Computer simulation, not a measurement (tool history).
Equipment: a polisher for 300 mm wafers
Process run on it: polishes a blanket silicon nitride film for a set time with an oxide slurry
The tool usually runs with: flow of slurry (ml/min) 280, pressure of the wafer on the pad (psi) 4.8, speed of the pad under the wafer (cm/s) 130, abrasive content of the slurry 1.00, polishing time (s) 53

| run | hour | flow of slurry (ml/min) | pressure of the wafer on the pad (psi) | speed of the pad under the wafer (cm/s) | abrasive content of the slurry | polishing time (s) | incoming thickness of the incoming film, nm | film removed (Å) |
|---|---|---|---|---|---|---|---|---|
| 1 | 0.0 | 280 | 4.8 | 104 | 1.00 | 53 | 632.4 | 463 |
| 2 | 42.2 | 280 | 4.8 | 104 | 1.00 | 53 | 635.2 | 461 |
|  | 70.2 | slurry blender recalibrated |
| 3 | 104.6 | 280 | 4.8 | 130 | 1.00 | 53 | 627.6 | 552 |
|  | 137.6 | slurry nozzle cleaned |
| 4 | 141.2 | 280 | 4.8 | 130 | 1.00 | 53 | 630.0 | 550 |
|  | 171.0 | worn pad replaced by a new one |
| 5 | 171.5 | 280 | 4.8 | 130 | 1.00 | 53 | 628.5 | 556 |
| 6 | 200.2 | 280 | 4.8 | 130 | 1.00 | 53 | 624.5 | 547 |
|  | 223.8 | conditioning disc replaced and pad reconditioned |
| 7 | 237.7 | 310 | 4.8 | 130 | 1.00 | 53 | 628.0 | 545 |
| 8 | 266.5 | 310 | 4.8 | 130 | 1.00 | 53 | 630.6 | 556 |
| 9 | 312.9 | 280 | 5.6 | 100 | 1.15 | 42 | 625.6 | 431 |
| 10 | 381.4 | 280 | 4.8 | 130 | 1.00 | 53 | 635.0 | 544 |
|  | 399.6 | slurry blender recalibrated |
| 11 | 433.6 | 310 | 4.8 | 112 | 1.00 | 53 | 622.4 | 497 |
| 12 | 471.5 | 280 | 4.8 | 86 | 1.00 | 53 | 627.9 | 405 |
|  | 503.2 | worn pad replaced by a new one |
| 13 | 508.9 | 280 | 4.8 | 130 | 1.00 | 60 | 639.7 | 605 |
|  | 513.8 | head pressure recalibrated |
|  | 530.3 | conditioning disc replaced and pad reconditioned |
| 14 | 540.2 | 280 | 4.8 | 130 | 0.90 | 53 | 644.6 | 525 |
| 15 | 600.5 | 375 | 5.4 | 166 | 1.00 | 53 | 637.0 | 746 |
| 16 | 671.2 | 200 | 4.8 | 100 | 1.00 | 53 | 636.5 | 430 |
| 17 | 699.3 | 280 | 4.8 | 172 | 1.20 | 53 | 637.1 | 737 |
|  | 710.5 | slurry blender recalibrated |
| 18 | 741.7 | 280 | 4.8 | 88 | 0.75 | 53 | 630.7 | 361 |
|  | 772.4 | worn pad replaced by a new one |
| 19 | 782.0 | 320 | 4.8 | 170 | 0.90 | 47 | 622.3 | 579 |
| 20 | 816.8 | 280 | 4.8 | 130 | 0.70 | 53 | 617.0 | 473 |
|  | 853.8 | conditioning disc replaced and pad reconditioned |
| 21 | 886.6 | 280 | 4.8 | 130 | 1.00 | 53 | 622.9 | 553 |
| 22 | 911.0 | 280 | 4.8 | 96 | 1.00 | 53 | 629.5 | 447 |
| 23 | 978.5 | 280 | 4.8 | 130 | 1.10 | 58 | 634.9 | 623 |
|  | 986.4 | slurry blender recalibrated |
| 24 | 1044.0 | 280 | 4.8 | 130 | 1.00 | 53 | 634.2 | 540 |
|  | 1056.9 | worn pad replaced by a new one |
|  | 1086.0 | slurry nozzle cleaned |
| 25 | 1098.1 | 310 | 4.8 | 88 | 0.85 | 69 | 633.1 | 505 |

Give the tool's hidden conditions for every run:
removal rate lost through wear of the pad, %: 0, the same for each run
slurry flow missing at the pad, %: 0, the same for each run
deviation of the head's pressure from its setpoint, %: 0, the same for each run
abrasive missing from the slurry, %: 0, the same for each run
time polished since the conditioner stopped cutting, s: 0, the same for each run

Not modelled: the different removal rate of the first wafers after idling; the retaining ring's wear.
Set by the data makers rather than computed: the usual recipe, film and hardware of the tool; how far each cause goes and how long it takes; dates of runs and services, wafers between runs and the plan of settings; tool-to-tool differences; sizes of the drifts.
